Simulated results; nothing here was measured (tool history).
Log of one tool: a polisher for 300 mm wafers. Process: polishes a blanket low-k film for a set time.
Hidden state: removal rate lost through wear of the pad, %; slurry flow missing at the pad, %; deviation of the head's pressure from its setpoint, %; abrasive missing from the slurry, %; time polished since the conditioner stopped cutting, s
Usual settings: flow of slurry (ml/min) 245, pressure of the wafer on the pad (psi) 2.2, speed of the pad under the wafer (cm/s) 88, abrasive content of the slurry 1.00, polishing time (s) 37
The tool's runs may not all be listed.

run,hour,flow of slurry (ml/min),pressure of the wafer on the pad (psi),speed of the pad under the wafer (cm/s),abrasive content of the slurry,polishing time (s),wafers since the last listed run,wafers polished on this pad,hours since the slurry nozzle was cleaned,hours since the head pressure was calibrated,hours since the slurry blender was calibrated,hours since the conditioning disc was replaced,"incoming thickness of the incoming film, nm",film removed (angstrom)
1,0.0,245,2.2,78,1.00,37,0,899,211.0,712.0,372.4,218.9,546.5,117
# hour 45.3: slurry nozzle cleaned
2,66.2,245,2.2,78,1.00,37,456,1355,20.9,778.2,438.6,285.1,551.7,117
3,86.0,245,2.8,88,1.00,37,138,1494,40.7,798.0,458.4,304.9,543.5,158
# hour 90.1: worn pad replaced by a new one
4,100.9,245,2.5,88,1.00,37,76,75,55.6,812.9,473.3,319.8,547.1,142
5,134.0,245,2.5,88,1.00,37,231,307,88.7,846.0,506.4,352.9,547.1,137
# hour 142.0: slurry blender recalibrated
6,154.8,245,2.5,88,1.00,37,131,438,109.5,866.8,12.8,373.7,553.9,152
7,186.4,245,2.2,70,1.00,37,221,659,141.1,898.4,44.4,405.3,548.3,116
8,216.3,245,2.2,88,1.00,37,209,869,171.0,928.3,74.3,435.2,547.0,129
9,251.9,245,2.2,88,1.00,37,249,1118,206.6,963.9,109.9,470.8,551.9,130
10,275.0,275,2.2,88,1.10,37,161,1280,229.7,987.0,133.0,493.9,557.6,136
11,307.3,175,2.2,116,0.90,28,226,1506,262.0,1019.3,165.3,526.2,552.0,103
# hour 313.0: slurry nozzle cleaned
# hour 322.9: worn pad replaced by a new one
# hour 333.8: conditioning disc replaced and pad reconditioned
12,334.7,310,2.6,106,1.10,37,142,68,21.7,1046.7,192.7,0.9,555.7,175
13,354.2,245,2.9,104,1.00,37,136,205,41.2,1066.2,212.2,20.4,554.2,181
14,376.8,245,1.8,88,1.15,25,158,363,63.8,1088.8,234.8,43.0,553.0,74
15,397.3,245,2.7,104,1.25,49,143,507,84.3,1109.3,255.3,63.5,547.2,245
16,426.2,245,2.9,104,1.00,37,202,709,113.2,1138.2,284.2,92.4,555.8,174
# hour 448.8: head pressure recalibrated
17,461.7,245,2.2,88,1.00,37,234,943,148.7,12.9,319.7,127.9,542.0,138
18,490.6,245,2.2,88,1.00,37,202,1146,177.6,41.8,348.6,156.8,546.6,137
# hour 505.6: worn pad replaced by a new one
19,509.0,245,2.2,88,1.00,37,100,23,196.0,60.2,367.0,175.2,548.0,136
20,544.5,290,2.2,100,1.00,37,248,272,231.5,95.7,402.5,210.7,557.5,147
21,574.7,245,2.2,88,1.00,37,211,483,261.7,125.9,432.7,240.9,553.9,137
# hour 585.9: slurry blender recalibrated
# hour 586.6: slurry nozzle cleaned
22,607.6,245,2.5,102,1.10,45,211,695,21.0,158.8,21.7,273.8,552.7,230
23,626.2,245,2.2,88,1.00,37,130,825,39.6,177.4,40.3,292.4,548.0,144
24,644.7,305,2.2,62,1.20,29,129,954,58.1,195.9,58.8,310.9,560.2,104
25,663.8,180,2.6,88,1.00,37,133,1088,77.2,215.0,77.9,330.0,538.0,164
26,684.8,245,2.8,88,1.00,26,146,1235,98.2,236.0,98.9,351.0,558.7,127
27,720.2,245,2.2,118,1.00,37,247,1483,133.6,271.4,134.3,386.4,548.9,168

Forecast each of these 3 alternatives for the next run:
A,720.6,245,1.7,88,1.00,37,2,1485,134.0,271.8,134.7,386.8,547.1,?
B,720.6,320,2.2,106,1.30,41,2,1485,134.0,271.8,134.7,386.8,547.1,?
C,720.6,245,2.4,68,0.80,29,2,1485,134.0,271.8,134.7,386.8,547.1,?

run,film removed (angstrom)
A,109
B,200
C,94
Without the tool's hidden state the same runs would have given:
run,film removed (angstrom)
A,110
B,201
C,95

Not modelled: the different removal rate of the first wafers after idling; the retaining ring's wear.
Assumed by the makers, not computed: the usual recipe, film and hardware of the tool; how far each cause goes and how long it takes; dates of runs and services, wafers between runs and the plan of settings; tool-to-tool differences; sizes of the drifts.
